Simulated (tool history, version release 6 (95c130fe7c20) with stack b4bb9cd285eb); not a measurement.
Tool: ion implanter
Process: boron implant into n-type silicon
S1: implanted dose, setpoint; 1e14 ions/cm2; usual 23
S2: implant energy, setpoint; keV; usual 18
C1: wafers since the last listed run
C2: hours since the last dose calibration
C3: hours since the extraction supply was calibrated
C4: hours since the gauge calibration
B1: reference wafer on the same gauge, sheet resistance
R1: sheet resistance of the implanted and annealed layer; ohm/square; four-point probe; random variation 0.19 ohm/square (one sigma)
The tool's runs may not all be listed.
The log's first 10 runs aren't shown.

Run 11, hour 603.2: usual settings but S2 14 keV; C1 1008; C2 93; C3 4856.5; C4 877.3; B1 76.87. Result: R1 79.06 ohm/square.
Run 12, hour 663.6: usual settings but S2 14 keV; C1 956; C2 153.4; C3 4916.9; C4 937.7; B1 76.93. Result: R1 79.49 ohm/square.
Run 13, hour 704.1: usual settings but S2 14 keV; C1 641; C2 193.9; C3 4957.4; C4 978.2; B1 76.86. Result: R1 79.09 ohm/square.
Run 14, hour 738.6: usual settings; C1 546; C2 228.4; C3 4991.9; C4 1012.7; B1 76.77. Result: R1 72.16 ohm/square.
Run 15, hour 772.2: usual settings; C1 531; C2 262; C3 5025.5; C4 1046.3; B1 76.82. Result: R1 71.91 ohm/square.
Run 16, hour 818.1: usual settings; C1 726; C2 307.9; C3 5071.4; C4 1092.2; B1 76.92. Result: R1 72.28 ohm/square.
At hour 831.5: Faraday cup replaced and dose calibrated, repeated, since the last time left the tool worse.
Run 17, hour 890.1: usual settings but S2 23.5 keV; C1 1013; C2 58.6; C3 5143.4; C4 1164.2; B1 77. Result: R1 64.25 ohm/square.
At hour 893.5: gauge calibrated.
At hour 951.4: extraction supply calibrated.
Run 18, hour 960.4: usual settings but S1 19.74 1e14 ions/cm2, S2 13.5 keV; C1 986; C2 128.9; C3 9; C4 66.9; B1 76.87. Result: R1 83.52 ohm/square.
Run 19, hour 988.7: usual settings but S2 24 keV; C1 448; C2 157.2; C3 37.3; C4 95.2; B1 76.89. Result: R1 63.81 ohm/square.
Run 20, hour 1014.6: usual settings but S1 18.96 1e14 ions/cm2, S2 23.5 keV; C1 410; C2 183.1; C3 63.2; C4 121.1; B1 76.76. Result: R1 72.26 ohm/square.
Run 21, hour 1061.5: usual settings but S1 18.34 1e14 ions/cm2; C1 742; C2 230; C3 110.1; C4 168; B1 76.93. Result: R1 77.92 ohm/square.
Run 22, hour 1097.8: usual settings but S2 22.5 keV; C1 574; C2 266.3; C3 146.4; C4 204.3; B1 76.87. Result: R1 65.04 ohm/square.
Run 23, hour 1168.5: usual settings but S1 19.61 1e14 ions/cm2; C1 1119; C2 337; C3 217.1; C4 275; B1 76.76. Result: R1 75.57 ohm/square.
Run 24, hour 1194.1: usual settings but S2 15.5 keV; C1 405; C2 362.6; C3 242.7; C4 300.6; B1 76.86. Result: R1 74.27 ohm/square.
Run 25, hour 1230.8: usual settings but S1 19.61 1e14 ions/cm2; C1 580; C2 399.3; C3 279.4; C4 337.3; B1 77.02. Result: R1 75.78 ohm/square.
Run 26, hour 1262: usual settings but S1 28.64 1e14 ions/cm2, S2 23 keV; C1 493; C2 430.5; C3 310.6; C4 368.5; B1 76.94. Result: R1 58.33 ohm/square.
Run 27, hour 1286.6: usual settings but S2 12.5 keV; C1 389; C2 455.1; C3 335.2; C4 393.1; B1 76.8. Result: R1 81.89 ohm/square.
Run 28, hour 1348.6: usual settings but S1 19.91 1e14 ions/cm2, S2 16 keV; C1 981; C2 517.1; C3 397.2; C4 455.1; B1 76.95. Result: R1 78.34 ohm/square.
Run 29, hour 1375.6: usual settings but S1 25.41 1e14 ions/cm2, S2 13.5 keV; C1 427; C2 544.1; C3 424.2; C4 482.1; B1 76.88. Result: R1 76.97 ohm/square.
Run 30, hour 1431.9: usual settings but S1 28.16 1e14 ions/cm2, S2 14.5 keV; C1 891; C2 600.4; C3 480.5; C4 538.4; B1 76.91. Result: R1 72.13 ohm/square.
Run 31, hour 1490.7: usual settings; C1 930; C2 659.2; C3 539.3; C4 597.2; B1 76.76. Result: R1 70.46 ohm/square.
At hour 1534.9: Faraday cup replaced and dose calibrated.
Run 32, hour 1536: usual settings; C1 590; C2 1.1; C3 584.6; C4 642.5; B1 77.04. Result: R1 69.52 ohm/square.

Forecast each of these 5 alternatives for the next run:
Run A, hour 1536.4: usual settings; C1 6; C2 1.5; C3 585; C4 642.9; B1 ?. Result: R1 ?.
Run B, hour 1536.4: usual settings but S2 16 keV; C1 6; C2 1.5; C3 585; C4 642.9; B1 ?. Result: R1 ?.
Run C, hour 1536.4: usual settings but S1 20.25 1e14 ions/cm2, S2 13 keV; C1 6; C2 1.5; C3 585; C4 642.9; B1 ?. Result: R1 ?.
Run D, hour 1536.4: usual settings but S1 19.21 1e14 ions/cm2; C1 6; C2 1.5; C3 585; C4 642.9; B1 ?. Result: R1 ?.
Run E, hour 1536.4: usual settings but S1 17.7 1e14 ions/cm2, S2 21.5 keV; C1 6; C2 1.5; C3 585; C4 642.9; B1 ?. Result: R1 ?.

run     B1     R1
  A  76.84  69.45
  B  76.84  72.69
  C  76.84  83.31
  D  76.84  75.85
  E  76.84  76.29
Without the tool's hidden state the same runs would have given:
run     R1
  A  69.57
  B   72.8
  C  83.43
  D  76.01
  E  76.48
